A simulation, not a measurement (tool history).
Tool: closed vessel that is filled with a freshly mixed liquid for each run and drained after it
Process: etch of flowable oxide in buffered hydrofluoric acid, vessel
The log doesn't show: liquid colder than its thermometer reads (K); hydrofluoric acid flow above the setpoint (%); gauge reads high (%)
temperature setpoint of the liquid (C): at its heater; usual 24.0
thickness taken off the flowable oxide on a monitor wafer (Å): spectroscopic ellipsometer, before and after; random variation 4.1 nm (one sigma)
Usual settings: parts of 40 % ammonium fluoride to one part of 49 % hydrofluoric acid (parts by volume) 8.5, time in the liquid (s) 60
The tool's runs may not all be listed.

| run | hour | temperature setpoint of the liquid (C) | parts of 40 % ammonium fluoride to one part of 49 % hydrofluoric acid (parts by volume) | time in the liquid (s) | wafers since the last listed run | hours since the thermometer was replaced | hours since the hydrofluoric acid flow meter was replaced | hours since the gauge calibration | read-back film thickness of the flowable oxide reference wafer, read on the same gauge (nm) | thickness taken off the flowable oxide on a monitor wafer (Å) |
|---|---|---|---|---|---|---|---|---|---|---|
| 1 | 0.0 | 24.0 | 8.5 | 60 | 0 | 101.0 | 1169.2 | 1444.4 | 100.02 | 4661.4 |
| 2 | 40.4 | 24.0 | 11.0 | 60 | 3358 | 141.4 | 1209.6 | 1484.8 | 100.02 | 3657.3 |
| 3 | 101.8 | 24.0 | 8.5 | 60 | 5103 | 202.8 | 1271.0 | 1546.2 | 100.03 | 4620.7 |
| 4 | 152.2 | 24.0 | 8.5 | 60 | 4189 | 253.2 | 1321.4 | 1596.6 | 99.98 | 4726.8 |
| 5 | 217.9 | 24.0 | 8.5 | 60 | 5461 | 318.9 | 1387.1 | 1662.3 | 100.00 | 4700.6 |
|  | 222.3 | hydrofluoric acid flow meter replaced |
| 6 | 256.4 | 24.0 | 8.5 | 60 | 3117 | 357.4 | 34.1 | 1700.8 | 100.02 | 4258.2 |
| 7 | 286.4 | 24.0 | 8.5 | 60 | 2493 | 387.4 | 64.1 | 1730.8 | 100.00 | 4236.9 |
| 8 | 314.0 | 24.0 | 8.5 | 60 | 2294 | 415.0 | 91.7 | 1758.4 | 100.00 | 4268.8 |
| 9 | 349.6 | 24.0 | 8.5 | 60 | 2959 | 450.6 | 127.3 | 1794.0 | 100.00 | 4263.0 |
| 10 | 397.9 | 20.0 | 8.5 | 50 | 4015 | 498.9 | 175.6 | 1842.3 | 99.99 | 2862.7 |
| 11 | 439.1 | 20.0 | 8.5 | 50 | 3424 | 540.1 | 216.8 | 1883.5 | 100.00 | 2866.3 |
| 12 | 490.2 | 24.0 | 8.5 | 60 | 4247 | 591.2 | 267.9 | 1934.6 | 100.03 | 4395.1 |
| 13 | 554.6 | 22.0 | 10.5 | 75 | 5353 | 655.6 | 332.3 | 1999.0 | 100.01 | 4092.5 |
| 14 | 606.0 | 20.0 | 8.5 | 50 | 4272 | 707.0 | 383.7 | 2050.4 | 99.98 | 2887.7 |
|  | 626.7 | thermometer replaced |
| 15 | 640.3 | 22.0 | 8.5 | 60 | 2768 | 13.6 | 418.0 | 2084.7 | 99.99 | 3959.4 |
| 16 | 681.3 | 20.0 | 9.5 | 35 | 3408 | 54.6 | 459.0 | 2125.7 | 100.00 | 1841.8 |
| 17 | 728.5 | 24.0 | 8.5 | 60 | 3923 | 101.8 | 506.2 | 2172.9 | 100.02 | 4324.5 |
| 18 | 754.8 | 24.0 | 8.5 | 60 | 2186 | 128.1 | 532.5 | 2199.2 | 99.97 | 4443.8 |
| 19 | 823.2 | 24.0 | 8.5 | 80 | 5685 | 196.5 | 600.9 | 2267.6 | 99.99 | 5898.6 |
| 20 | 850.5 | 26.0 | 11.5 | 40 | 2269 | 223.8 | 628.2 | 2294.9 | 100.02 | 2477.3 |
|  | 874.5 | gauge calibrated |
| 21 | 894.7 | 24.0 | 8.5 | 60 | 3674 | 268.0 | 672.4 | 20.2 | 100.00 | 4456.3 |
| 22 | 919.5 | 28.5 | 6.0 | 40 | 2061 | 292.8 | 697.2 | 45.0 | 100.01 | 5201.2 |
| 23 | 979.5 | 27.5 | 10.0 | 95 | 4987 | 352.8 | 757.2 | 105.0 | 99.99 | 7339.9 |
| 24 | 1051.3 | 21.0 | 8.5 | 60 | 5968 | 424.6 | 829.0 | 176.8 | 99.99 | 3875.7 |
| 25 | 1115.1 | 24.0 | 8.5 | 90 | 5303 | 488.4 | 892.8 | 240.6 | 100.01 | 6818.7 |
| 26 | 1176.7 | 24.0 | 8.5 | 60 | 5120 | 550.0 | 954.4 | 302.2 | 100.00 | 4569.8 |
| 27 | 1202.0 | 19.5 | 5.5 | 30 | 2103 | 575.3 | 979.7 | 327.5 | 100.01 | 2598.0 |
| 28 | 1255.6 | 27.5 | 6.0 | 35 | 4455 | 628.9 | 1033.3 | 381.1 | 100.01 | 4486.2 |
| 29 | 1325.4 | 24.0 | 6.5 | 60 | 5802 | 698.7 | 1103.1 | 450.9 | 100.02 | 5933.3 |
| 30 | 1373.8 | 26.5 | 10.0 | 40 | 4023 | 747.1 | 1151.5 | 499.3 | 99.98 | 3006.2 |
|  | 1376.9 | thermometer replaced |
| 31 | 1438.3 | 24.0 | 7.0 | 60 | 5278 | 61.4 | 1216.0 | 563.8 | 99.97 | 5621.6 |
| 32 | 1505.1 | 20.5 | 11.0 | 60 | 5552 | 128.2 | 1282.8 | 630.6 | 99.99 | 3064.2 |
|  | 1523.7 | hydrofluoric acid flow meter replaced |
| 33 | 1563.8 | 27.0 | 11.0 | 60 | 4796 | 186.9 | 40.1 | 689.3 | 100.02 | 4000.0 |

4 ways to go on from here, each from the tool as it stands after run 33. What would each give?
| A | 1564.5 | 24.0 | 8.5 | 60 | 58 | 187.6 | 40.8 | 690.0 | ? | ? |
| B | 1564.5 | 21.0 | 11.0 | 95 | 58 | 187.6 | 40.8 | 690.0 | ? | ? |
| C | 1564.5 | 22.5 | 10.0 | 95 | 58 | 187.6 | 40.8 | 690.0 | ? | ? |
| D | 1564.5 | 28.5 | 8.5 | 85 | 58 | 187.6 | 40.8 | 690.0 | ? | ? |

| run | read-back film thickness of the flowable oxide reference wafer, read on the same gauge (nm) | thickness taken off the flowable oxide on a monitor wafer (Å) |
|---|---|---|
| A | 99.99 | 4216.8 |
| B | 99.99 | 4528.4 |
| C | 99.99 | 5366.9 |
| D | 99.99 | 7606.3 |
Without the tool's hidden state the same runs would have given:
| run | thickness taken off the flowable oxide on a monitor wafer (Å) |
|---|---|
| A | 4138.3 |
| B | 4452.5 |
| C | 5308.5 |
| D | 7464.8 |
